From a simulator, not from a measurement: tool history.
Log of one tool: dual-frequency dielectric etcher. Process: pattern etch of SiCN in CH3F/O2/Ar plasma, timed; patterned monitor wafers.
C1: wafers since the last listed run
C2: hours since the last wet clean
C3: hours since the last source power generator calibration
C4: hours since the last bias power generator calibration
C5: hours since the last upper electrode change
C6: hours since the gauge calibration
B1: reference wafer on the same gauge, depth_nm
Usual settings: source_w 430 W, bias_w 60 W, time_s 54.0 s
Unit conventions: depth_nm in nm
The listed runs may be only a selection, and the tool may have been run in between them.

{"run": 1, "hour": 0.0, "source_w": 430, "bias_w": 60, "time_s": 54.0, "C1": 0, "C2": 244.8, "C3": 5081.1, "C4": 1391.3, "C5": 1937.2, "C6": 283.5, "B1": 18.06, "depth_nm": 20.36}
{"run": 2, "hour": 8.5, "source_w": 430, "bias_w": 60, "time_s": 54.0, "C1": 72, "C2": 253.3, "C3": 5089.6, "C4": 1399.8, "C5": 1945.7, "C6": 292.0, "B1": 18.1, "depth_nm": 20.49}
{"hour": 13.7, "done": "source power generator calibrated"}
{"run": 3, "hour": 17.9, "source_w": 430, "bias_w": 60, "time_s": 54.0, "C1": 46, "C2": 262.7, "C3": 4.2, "C4": 1409.2, "C5": 1955.1, "C6": 301.4, "B1": 18.1, "depth_nm": 20.35}
{"run": 4, "hour": 27.7, "source_w": 450, "bias_w": 60, "time_s": 54.0, "C1": 83, "C2": 272.5, "C3": 14.0, "C4": 1419.0, "C5": 1964.9, "C6": 311.2, "B1": 18.08, "depth_nm": 21.04}
{"hour": 34.5, "done": "gauge calibrated"}
{"run": 5, "hour": 35.3, "source_w": 430, "bias_w": 60, "time_s": 54.0, "C1": 65, "C2": 280.1, "C3": 21.6, "C4": 1426.6, "C5": 1972.5, "C6": 0.8, "B1": 18.13, "depth_nm": 20.42}
{"hour": 39.5, "done": "bias power generator calibrated"}
{"run": 6, "hour": 43.0, "source_w": 430, "bias_w": 60, "time_s": 54.0, "C1": 31, "C2": 287.8, "C3": 29.3, "C4": 3.5, "C5": 1980.2, "C6": 8.5, "B1": 18.1, "depth_nm": 20.17}
{"run": 7, "hour": 56.7, "source_w": 430, "bias_w": 71, "time_s": 54.0, "C1": 117, "C2": 301.5, "C3": 43.0, "C4": 17.2, "C5": 1993.9, "C6": 22.2, "B1": 18.11, "depth_nm": 22.1}
{"run": 8, "hour": 65.2, "source_w": 430, "bias_w": 60, "time_s": 54.0, "C1": 72, "C2": 310.0, "C3": 51.5, "C4": 25.7, "C5": 2002.4, "C6": 30.7, "B1": 18.11, "depth_nm": 20.42}
{"run": 9, "hour": 74.8, "source_w": 430, "bias_w": 60, "time_s": 54.0, "C1": 82, "C2": 319.6, "C3": 61.1, "C4": 35.3, "C5": 2012.0, "C6": 40.3, "B1": 18.1, "depth_nm": 20.27}
{"run": 10, "hour": 86.8, "source_w": 330, "bias_w": 67, "time_s": 54.0, "C1": 102, "C2": 331.6, "C3": 73.1, "C4": 47.3, "C5": 2024.0, "C6": 52.3, "B1": 18.12, "depth_nm": 19.07}
{"run": 11, "hour": 103.5, "source_w": 430, "bias_w": 68, "time_s": 39.0, "C1": 143, "C2": 348.3, "C3": 89.8, "C4": 64.0, "C5": 2040.7, "C6": 69.0, "B1": 18.1, "depth_nm": 15.64}
{"hour": 170.3, "done": "wet clean of the chamber"}
{"run": 12, "hour": 170.8, "source_w": 330, "bias_w": 56, "time_s": 68.0, "C1": 371, "C2": 0.5, "C3": 157.1, "C4": 131.3, "C5": 2108.0, "C6": 136.3, "B1": 18.12, "depth_nm": 21.91}
{"run": 13, "hour": 171.2, "source_w": 360, "bias_w": 60, "time_s": 54.0, "C1": 3, "C2": 0.9, "C3": 157.5, "C4": 131.7, "C5": 2108.4, "C6": 136.7, "B1": 18.06, "depth_nm": 18.68}
{"run": 14, "hour": 179.0, "source_w": 470, "bias_w": 60, "time_s": 65.0, "C1": 66, "C2": 8.7, "C3": 165.3, "C4": 139.5, "C5": 2116.2, "C6": 144.5, "B1": 18.08, "depth_nm": 25.66}
{"run": 15, "hour": 195.8, "source_w": 430, "bias_w": 60, "time_s": 54.0, "C1": 143, "C2": 25.5, "C3": 182.1, "C4": 156.3, "C5": 2133.0, "C6": 161.3, "B1": 18.11, "depth_nm": 20.13}
{"hour": 237.5, "done": "upper electrode replaced"}
{"run": 16, "hour": 238.0, "source_w": 430, "bias_w": 60, "time_s": 54.0, "C1": 155, "C2": 67.7, "C3": 224.3, "C4": 198.5, "C5": 0.5, "C6": 203.5, "B1": 18.09, "depth_nm": 20.69}
{"run": 17, "hour": 238.3, "source_w": 430, "bias_w": 64, "time_s": 54.0, "C1": 2, "C2": 68.0, "C3": 224.6, "C4": 198.8, "C5": 0.8, "C6": 203.8, "B1": 18.12, "depth_nm": 21.15}
{"run": 18, "hour": 239.7, "source_w": 350, "bias_w": 73, "time_s": 66.5, "C1": 11, "C2": 69.4, "C3": 226.0, "C4": 200.2, "C5": 2.2, "C6": 205.2, "B1": 18.14, "depth_nm": 25.25}
{"run": 19, "hour": 247.5, "source_w": 380, "bias_w": 60, "time_s": 54.0, "C1": 66, "C2": 77.2, "C3": 233.8, "C4": 208.0, "C5": 10.0, "C6": 213.0, "B1": 18.11, "depth_nm": 19.12}
{"run": 20, "hour": 253.5, "source_w": 350, "bias_w": 74, "time_s": 67.5, "C1": 51, "C2": 83.2, "C3": 239.8, "C4": 214.0, "C5": 16.0, "C6": 219.0, "B1": 18.09, "depth_nm": 25.78}
{"run": 21, "hour": 270.0, "source_w": 500, "bias_w": 66, "time_s": 38.0, "C1": 141, "C2": 99.7, "C3": 256.3, "C4": 230.5, "C5": 32.5, "C6": 235.5, "B1": 18.12, "depth_nm": 15.99}
{"run": 22, "hour": 284.0, "source_w": 460, "bias_w": 68, "time_s": 54.0, "C1": 119, "C2": 113.7, "C3": 270.3, "C4": 244.5, "C5": 46.5, "C6": 249.5, "B1": 18.13, "depth_nm": 22.16}
{"run": 23, "hour": 297.7, "source_w": 540, "bias_w": 60, "time_s": 54.0, "C1": 117, "C2": 127.4, "C3": 284.0, "C4": 258.2, "C5": 60.2, "C6": 263.2, "B1": 18.09, "depth_nm": 22.76}
{"run": 24, "hour": 303.7, "source_w": 540, "bias_w": 60, "time_s": 67.5, "C1": 51, "C2": 133.4, "C3": 290.0, "C4": 264.2, "C5": 66.2, "C6": 269.2, "B1": 18.14, "depth_nm": 28.18}
{"hour": 309.3, "done": "gauge calibrated"}
{"run": 25, "hour": 310.8, "source_w": 430, "bias_w": 60, "time_s": 54.0, "C1": 60, "C2": 140.5, "C3": 297.1, "C4": 271.3, "C5": 73.3, "C6": 1.5, "B1": 18.09, "depth_nm": 20.42}
{"run": 26, "hour": 325.6, "source_w": 430, "bias_w": 52, "time_s": 49.0, "C1": 126, "C2": 155.3, "C3": 311.9, "C4": 286.1, "C5": 88.1, "C6": 16.3, "B1": 18.1, "depth_nm": 17.2}
{"run": 27, "hour": 339.0, "source_w": 540, "bias_w": 60, "time_s": 40.5, "C1": 114, "C2": 168.7, "C3": 325.3, "C4": 299.5, "C5": 101.5, "C6": 29.7, "B1": 18.09, "depth_nm": 17.24}
{"run": 28, "hour": 346.8, "source_w": 460, "bias_w": 69, "time_s": 54.0, "C1": 66, "C2": 176.5, "C3": 333.1, "C4": 307.3, "C5": 109.3, "C6": 37.5, "B1": 18.11, "depth_nm": 22.61}
{"run": 29, "hour": 359.5, "source_w": 430, "bias_w": 60, "time_s": 54.0, "C1": 108, "C2": 189.2, "C3": 345.8, "C4": 320.0, "C5": 122.0, "C6": 50.2, "B1": 18.1, "depth_nm": 20.52}

How the hidden state differs across the entries between the runs, from the last listed run before each to the first after it:
Run 2 -> run 3: source power generator calibrated (hour 13.7)
  nothing in the hidden state changes from one run to the other
Run 4 -> run 5: gauge calibrated (hour 34.5)
  nothing in the hidden state changes from one run to the other
Run 5 -> run 6: bias power generator calibrated (hour 39.5)
  nothing in the hidden state changes from one run to the other
Run 11 -> run 12: wet clean of the chamber (hour 170.3)
  nothing in the hidden state changes from one run to the other
Run 15 -> run 16: upper electrode replaced (hour 237.5)
  nothing in the hidden state changes from one run to the other
Run 24 -> run 25: gauge calibrated (hour 309.3)
  nothing in the hidden state changes from one run to the other
